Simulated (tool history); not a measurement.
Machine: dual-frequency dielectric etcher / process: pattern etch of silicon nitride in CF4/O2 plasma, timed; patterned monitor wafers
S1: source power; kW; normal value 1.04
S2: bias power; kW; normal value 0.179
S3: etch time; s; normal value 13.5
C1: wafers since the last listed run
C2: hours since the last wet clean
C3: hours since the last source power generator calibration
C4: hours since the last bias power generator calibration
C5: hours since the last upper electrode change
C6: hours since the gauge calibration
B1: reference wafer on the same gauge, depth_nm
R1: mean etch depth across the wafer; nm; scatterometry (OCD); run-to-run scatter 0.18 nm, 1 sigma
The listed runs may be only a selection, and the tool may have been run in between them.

{"run": 1, "hour": 0.0, "S1": 1.04, "S2": 0.201, "S3": 13.5, "C1": 0, "C2": 230, "C3": 1883.7, "C4": 5090.4, "C5": 4400.7, "C6": 98.8, "B1": 43.6, "R1": 49.3}
{"run": 2, "hour": 16.0, "S1": 1.04, "S2": 0.179, "S3": 15, "C1": 274, "C2": 246, "C3": 1899.7, "C4": 5106.4, "C5": 4416.7, "C6": 114.8, "B1": 43.5, "R1": 52.4}
{"run": 3, "hour": 51.1, "S1": 1.04, "S2": 0.179, "S3": 15, "C1": 601, "C2": 281.1, "C3": 1934.8, "C4": 5141.5, "C5": 4451.8, "C6": 149.9, "B1": 43.6, "R1": 52.3}
{"run": 4, "hour": 61.6, "S1": 1.15, "S2": 0.179, "S3": 13.5, "C1": 180, "C2": 291.6, "C3": 1945.3, "C4": 5152, "C5": 4462.3, "C6": 160.4, "B1": 43.4, "R1": 51.1}
{"run": 5, "hour": 68.7, "S1": 1.04, "S2": 0.179, "S3": 13.5, "C1": 121, "C2": 298.7, "C3": 1952.4, "C4": 5159.1, "C5": 4469.4, "C6": 167.5, "B1": 43.5, "R1": 47.5}
{"run": 6, "hour": 76.0, "S1": 1.04, "S2": 0.179, "S3": 13.5, "C1": 125, "C2": 306, "C3": 1959.7, "C4": 5166.4, "C5": 4476.7, "C6": 174.8, "B1": 43.5, "R1": 47.2}
{"run": 7, "hour": 92.9, "S1": 1.04, "S2": 0.179, "S3": 16, "C1": 289, "C2": 322.9, "C3": 1976.6, "C4": 5183.3, "C5": 4493.6, "C6": 191.7, "B1": 43.5, "R1": 56}
{"run": 8, "hour": 104.0, "S1": 0.87, "S2": 0.179, "S3": 13.5, "C1": 190, "C2": 334, "C3": 1987.7, "C4": 5194.4, "C5": 4504.7, "C6": 202.8, "B1": 43.5, "R1": 41.4}
{"run": 9, "hour": 110.7, "S1": 0.87, "S2": 0.179, "S3": 13.5, "C1": 114, "C2": 340.7, "C3": 1994.4, "C4": 5201.1, "C5": 4511.4, "C6": 209.5, "B1": 43.4, "R1": 41.5}
{"run": 10, "hour": 127.7, "S1": 0.87, "S2": 0.179, "S3": 13.5, "C1": 291, "C2": 357.7, "C3": 2011.4, "C4": 5218.1, "C5": 4528.4, "C6": 226.5, "B1": 43.6, "R1": 41.5}
{"run": 11, "hour": 142.7, "S1": 1.04, "S2": 0.179, "S3": 13.5, "C1": 257, "C2": 372.7, "C3": 2026.4, "C4": 5233.1, "C5": 4543.4, "C6": 241.5, "B1": 43.5, "R1": 47.3}
{"run": 12, "hour": 152.7, "S1": 0.96, "S2": 0.179, "S3": 13.5, "C1": 171, "C2": 382.7, "C3": 2036.4, "C4": 5243.1, "C5": 4553.4, "C6": 251.5, "B1": 43.5, "R1": 44.5}
{"hour": 160.3, "done": "bias power generator calibrated"}
{"run": 13, "hour": 160.8, "S1": 1.04, "S2": 0.145, "S3": 13.5, "C1": 70, "C2": 390.8, "C3": 2044.5, "C4": 0.5, "C5": 4561.5, "C6": 259.6, "B1": 43.5, "R1": 44.1}
{"hour": 193.3, "done": "upper electrode replaced"}
{"hour": 208.0, "done": "wet clean of the chamber"}
{"run": 14, "hour": 208.5, "S1": 1.04, "S2": 0.179, "S3": 13.5, "C1": 155, "C2": 0.5, "C3": 2092.2, "C4": 48.2, "C5": 15.2, "C6": 307.3, "B1": 43.5, "R1": 46.6}
{"run": 15, "hour": 208.8, "S1": 1.04, "S2": 0.214, "S3": 13.5, "C1": 5, "C2": 0.8, "C3": 2092.5, "C4": 48.5, "C5": 15.5, "C6": 307.6, "B1": 43.5, "R1": 49.8}
{"run": 16, "hour": 209.1, "S1": 1.18, "S2": 0.179, "S3": 13.5, "C1": 5, "C2": 1.1, "C3": 2092.8, "C4": 48.8, "C5": 15.8, "C6": 307.9, "B1": 43.4, "R1": 51.3}
{"run": 17, "hour": 209.5, "S1": 0.94, "S2": 0.163, "S3": 13.5, "C1": 6, "C2": 1.5, "C3": 2093.2, "C4": 49.2, "C5": 16.2, "C6": 308.3, "B1": 43.5, "R1": 41.7}
{"run": 18, "hour": 218.6, "S1": 1.22, "S2": 0.16, "S3": 17, "C1": 156, "C2": 10.6, "C3": 2102.3, "C4": 58.3, "C5": 25.3, "C6": 317.4, "B1": 43.5, "R1": 63.6}
{"run": 19, "hour": 231.5, "S1": 1.04, "S2": 0.179, "S3": 9.5, "C1": 221, "C2": 23.5, "C3": 2115.2, "C4": 71.2, "C5": 38.2, "C6": 330.3, "B1": 43.5, "R1": 32.7}
{"hour": 235.5, "done": "gauge calibrated"}
{"hour": 245.3, "done": "source power generator calibrated"}
{"run": 20, "hour": 247.9, "S1": 0.79, "S2": 0.199, "S3": 10, "C1": 212, "C2": 39.9, "C3": 2.6, "C4": 87.6, "C5": 54.6, "C6": 12.4, "B1": 43.4, "R1": 29.3}
{"run": 21, "hour": 260.3, "S1": 1.04, "S2": 0.179, "S3": 13.5, "C1": 212, "C2": 52.3, "C3": 15, "C4": 100, "C5": 67, "C6": 24.8, "B1": 43.6, "R1": 46.5}
{"run": 22, "hour": 266.9, "S1": 1.17, "S2": 0.213, "S3": 9.5, "C1": 113, "C2": 58.9, "C3": 21.6, "C4": 106.6, "C5": 73.6, "C6": 31.4, "B1": 43.6, "R1": 38.4}
{"run": 23, "hour": 281.2, "S1": 0.81, "S2": 0.137, "S3": 15, "C1": 245, "C2": 73.2, "C3": 35.9, "C4": 120.9, "C5": 87.9, "C6": 45.7, "B1": 43.5, "R1": 39.2}
{"run": 24, "hour": 299.4, "S1": 1.04, "S2": 0.179, "S3": 13.5, "C1": 312, "C2": 91.4, "C3": 54.1, "C4": 139.1, "C5": 106.1, "C6": 63.9, "B1": 43.4, "R1": 46.8}
{"run": 25, "hour": 307.2, "S1": 1.17, "S2": 0.179, "S3": 15, "C1": 133, "C2": 99.2, "C3": 61.9, "C4": 146.9, "C5": 113.9, "C6": 71.7, "B1": 43.5, "R1": 57.2}

Run 26 is up next; what results do you expect?
{"run": 26, "hour": 318.9, "S1": 1.21, "S2": 0.179, "S3": 15.5, "C1": 200, "C2": 110.9, "C3": 73.6, "C4": 158.6, "C5": 125.6, "C6": 83.4, "B1": "?", "R1": "?"}

B1: 43.6
R1: 60.3 nm
With the hidden condition absent and the run-to-run variation left alone, this run would have shown R1 59.9 nm.
